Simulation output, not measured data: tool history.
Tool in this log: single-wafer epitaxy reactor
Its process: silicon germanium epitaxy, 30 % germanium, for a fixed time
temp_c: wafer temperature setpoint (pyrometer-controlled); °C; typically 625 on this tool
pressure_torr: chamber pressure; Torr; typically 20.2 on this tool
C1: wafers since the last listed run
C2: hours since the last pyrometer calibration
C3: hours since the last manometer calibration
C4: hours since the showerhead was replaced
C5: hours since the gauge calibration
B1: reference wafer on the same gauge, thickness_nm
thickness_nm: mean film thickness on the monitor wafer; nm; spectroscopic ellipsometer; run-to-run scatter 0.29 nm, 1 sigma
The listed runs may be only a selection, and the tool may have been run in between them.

run 1 day=0 | temp_c=632 pressure_torr=20.2 | C1=0 C2=1507.2 C3=2617.8 C4=4458.6 C5=275.1 | B1=80.036 | thickness_nm=105.961
run 2 day=0.85 | temp_c=632 pressure_torr=20.2 | C1=440 C2=1527.6 C3=2638.2 C4=4479 C5=295.5 | B1=79.977 | thickness_nm=105.698
run 3 day=1.767 | temp_c=632 pressure_torr=20.2 | C1=475 C2=1549.6 C3=2660.2 C4=4501 C5=317.5 | B1=79.945 | thickness_nm=106.159
-- day=1.871 gauge calibrated
run 4 day=2.442 | temp_c=629 pressure_torr=20.2 | C1=349 C2=1565.8 C3=2676.4 C4=4517.2 C5=13.7 | B1=79.14 | thickness_nm=98.786
run 5 day=3.088 | temp_c=629 pressure_torr=20.2 | C1=334 C2=1581.3 C3=2691.9 C4=4532.7 C5=29.2 | B1=79.291 | thickness_nm=98.982
run 6 day=4.5 | temp_c=616 pressure_torr=20.2 | C1=732 C2=1615.2 C3=2725.8 C4=4566.6 C5=63.1 | B1=79.416 | thickness_nm=76.344
run 7 day=5.125 | temp_c=616 pressure_torr=20.2 | C1=323 C2=1630.2 C3=2740.8 C4=4581.6 C5=78.1 | B1=79.497 | thickness_nm=76.991
run 8 day=6.204 | temp_c=625 pressure_torr=20.2 | C1=559 C2=1656.1 C3=2766.7 C4=4607.5 C5=104 | B1=79.691 | thickness_nm=92.499
run 9 day=7.008 | temp_c=620 pressure_torr=20.2 | C1=416 C2=1675.4 C3=2786 C4=4626.8 C5=123.3 | B1=79.658 | thickness_nm=83.66
run 10 day=7.946 | temp_c=620 pressure_torr=20.2 | C1=485 C2=1697.9 C3=2808.5 C4=4649.3 C5=145.8 | B1=79.672 | thickness_nm=83.204
run 11 day=9.333 | temp_c=620 pressure_torr=20.2 | C1=719 C2=1731.2 C3=2841.8 C4=4682.6 C5=179.1 | B1=79.869 | thickness_nm=84.204
run 12 day=10.383 | temp_c=614 pressure_torr=16.2 | C1=544 C2=1756.4 C3=2867 C4=4707.8 C5=204.3 | B1=79.766 | thickness_nm=69.468
run 13 day=11.729 | temp_c=611 pressure_torr=24.1 | C1=697 C2=1788.7 C3=2899.3 C4=4740.1 C5=236.6 | B1=79.874 | thickness_nm=73.555
-- day=12.6 pyrometer calibrated
run 14 day=12.621 | temp_c=619 pressure_torr=20.2 | C1=289 C2=0.5 C3=2920.7 C4=4761.5 C5=258 | B1=80.023 | thickness_nm=82.184
-- day=12.704 gauge calibrated
run 15 day=13.3 | temp_c=634 pressure_torr=15.7 | C1=352 C2=16.8 C3=2937 C4=4777.8 C5=14.3 | B1=79.248 | thickness_nm=100.746
-- day=14.204 showerhead replaced
run 16 day=14.492 | temp_c=634 pressure_torr=15.7 | C1=444 C2=45.4 C3=2965.6 C4=6.9 C5=42.9 | B1=79.507 | thickness_nm=101.7
-- day=15.012 capacitance manometer re-zeroed and calibrated
run 17 day=15.138 | temp_c=625 pressure_torr=20.2 | C1=161 C2=60.9 C3=3 C4=22.4 C5=58.4 | B1=79.595 | thickness_nm=92.42
run 18 day=16.312 | temp_c=616 pressure_torr=18.9 | C1=609 C2=89.1 C3=31.2 C4=50.6 C5=86.6 | B1=79.714 | thickness_nm=75.645
run 19 day=17.492 | temp_c=611 pressure_torr=18 | C1=611 C2=117.4 C3=59.5 C4=78.9 C5=114.9 | B1=79.845 | thickness_nm=66.862
run 20 day=18.217 | temp_c=625 pressure_torr=20.2 | C1=375 C2=134.8 C3=76.9 C4=96.3 C5=132.3 | B1=79.785 | thickness_nm=92.963
run 21 day=19.083 | temp_c=625 pressure_torr=20.2 | C1=449 C2=155.6 C3=97.7 C4=117.1 C5=153.1 | B1=79.864 | thickness_nm=92.514
run 22 day=20.383 | temp_c=613 pressure_torr=20.2 | C1=673 C2=186.8 C3=128.9 C4=148.3 C5=184.3 | B1=79.743 | thickness_nm=72.45
run 23 day=21.362 | temp_c=619 pressure_torr=17.9 | C1=507 C2=210.3 C3=152.4 C4=171.8 C5=207.8 | B1=79.959 | thickness_nm=79.225

Run-by-run hidden state of the tool:
wafer temperature above the value expected at the setpoint (K): 0 across all the runs
true pressure above the setpoint (%): 0 across all the runs
H1: gauge reads high (%)
run=1 H1=1.07
run=2 H1=1.08
run=3 H1=1.09
run=4 H1=0.0269
run=5 H1=0.183
run=6 H1=0.447
run=7 H1=0.537
run=8 H1=0.662
run=9 H1=0.736
run=10 H1=0.804
run=11 H1=0.88
run=12 H1=0.922
run=13 H1=0.962
run=14 H1=0.982
run=15 H1=0.174
run=16 H1=0.442
run=17 H1=0.556
run=18 H1=0.722
run=19 H1=0.846
run=20 H1=0.905
run=21 H1=0.964
run=22 H1=1.03
run=23 H1=1.07
